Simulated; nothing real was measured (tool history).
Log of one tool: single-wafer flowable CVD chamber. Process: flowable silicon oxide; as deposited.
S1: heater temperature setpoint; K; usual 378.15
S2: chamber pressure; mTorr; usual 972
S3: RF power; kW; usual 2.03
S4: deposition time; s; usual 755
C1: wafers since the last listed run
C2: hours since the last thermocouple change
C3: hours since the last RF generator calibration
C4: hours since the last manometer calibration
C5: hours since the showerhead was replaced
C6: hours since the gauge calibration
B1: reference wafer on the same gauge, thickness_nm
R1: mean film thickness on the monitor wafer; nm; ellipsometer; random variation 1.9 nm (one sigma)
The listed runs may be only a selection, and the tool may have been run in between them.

Run 1, hour 0: usual settings but S4 676 s; C1 0; C2 865.1; C3 2174.1; C4 1633.3; C5 8463.8; C6 97.1; B1 534.418. Result: R1 499.844 nm.
Run 2, hour 13.7: usual settings but S4 676 s; C1 36; C2 878.8; C3 2187.8; C4 1647; C5 8477.5; C6 110.8; B1 533.392. Result: R1 494.632 nm.
Run 3, hour 35.2: usual settings but S4 815 s; C1 57; C2 900.3; C3 2209.3; C4 1668.5; C5 8499; C6 132.3; B1 533.732. Result: R1 601.934 nm.
Run 4, hour 48.9: usual settings but S4 815 s; C1 36; C2 914; C3 2223; C4 1682.2; C5 8512.7; C6 146; B1 533.809. Result: R1 606.04 nm.
Run 5, hour 72.4: usual settings; C1 62; C2 937.5; C3 2246.5; C4 1705.7; C5 8536.2; C6 169.5; B1 534.501. Result: R1 559.496 nm.
At hour 97.8: thermocouple changed; heater temperature recalibrated.
At hour 107: showerhead replaced.
Run 6, hour 107.5: usual settings; C1 50; C2 9.7; C3 2281.6; C4 1740.8; C5 0.5; C6 204.6; B1 534.063. Result: R1 560.827 nm.
Run 7, hour 116.4: usual settings but S2 831 mTorr; C1 23; C2 18.6; C3 2290.5; C4 1749.7; C5 9.4; C6 213.5; B1 533.703. Result: R1 478.385 nm.
Run 8, hour 130.8: usual settings but S2 774 mTorr, S3 1.685 kW, S4 712 s; C1 38; C2 33; C3 2304.9; C4 1764.1; C5 23.8; C6 227.9; B1 534.122. Result: R1 412.343 nm.
At hour 156.7: capacitance manometer re-zeroed and calibrated.
Run 9, hour 158.2: usual settings but S1 389.15 K, S2 1073 mTorr, S3 2.405 kW, S4 810 s; C1 51; C2 60.4; C3 2332.3; C4 1.5; C5 51.2; C6 255.3; B1 534.476. Result: R1 419.234 nm.
Run 10, hour 178.3: usual settings; C1 53; C2 80.5; C3 2352.4; C4 21.6; C5 71.3; C6 275.4; B1 533.826. Result: R1 519.211 nm.
At hour 189.3: RF generator calibrated.
Run 11, hour 208.2: usual settings; C1 58; C2 110.4; C3 18.9; C4 51.5; C5 101.2; C6 305.3; B1 533.731. Result: R1 521.825 nm.
At hour 221.5: gauge calibrated.
Run 12, hour 244.1: usual settings but S1 390.15 K, S2 746 mTorr; C1 95; C2 146.3; C3 54.8; C4 87.4; C5 137.1; C6 22.6; B1 534.155. Result: R1 258.859 nm.
Run 13, hour 272.8: usual settings; C1 76; C2 175; C3 83.5; C4 116.1; C5 165.8; C6 51.3; B1 533.924. Result: R1 520.55 nm.
Run 14, hour 292.8: usual settings but S3 2.415 kW, S4 643 s; C1 53; C2 195; C3 103.5; C4 136.1; C5 185.8; C6 71.3; B1 533.853. Result: R1 453.368 nm.
Run 15, hour 319.9: usual settings but S3 1.65 kW, S4 617 s; C1 71; C2 222.1; C3 130.6; C4 163.2; C5 212.9; C6 98.4; B1 533.915. Result: R1 418.858 nm.

Each row is a separate what-if for the run after 15, all from the same tool condition, not one after another. Results?
Run A, hour 320.5: usual settings but S2 836 mTorr; C1 1; C2 222.7; C3 131.2; C4 163.8; C5 213.5; C6 99; B1 ?. Result: R1 ?.
Run B, hour 320.5: usual settings but S1 370.15 K, S3 1.725 kW, S4 885 s; C1 1; C2 222.7; C3 131.2; C4 163.8; C5 213.5; C6 99; B1 ?. Result: R1 ?.
Run C, hour 320.5: usual settings but S2 1084 mTorr; C1 1; C2 222.7; C3 131.2; C4 163.8; C5 213.5; C6 99; B1 ?. Result: R1 ?.
Run D, hour 320.5: usual settings but S1 373.15 K, S2 1036 mTorr, S4 716 s; C1 1; C2 222.7; C3 131.2; C4 163.8; C5 213.5; C6 99; B1 ?. Result: R1 ?.

run       B1       R1
  A  533.676   446.75
  B  533.676  806.295
  C  533.676  576.357
  D  533.676  634.662
Take away the tool's hidden state, keep each run's random variation, and the runs would have read:
run       R1
  A   436.55
  B  788.755
  C  564.884
  D  621.049
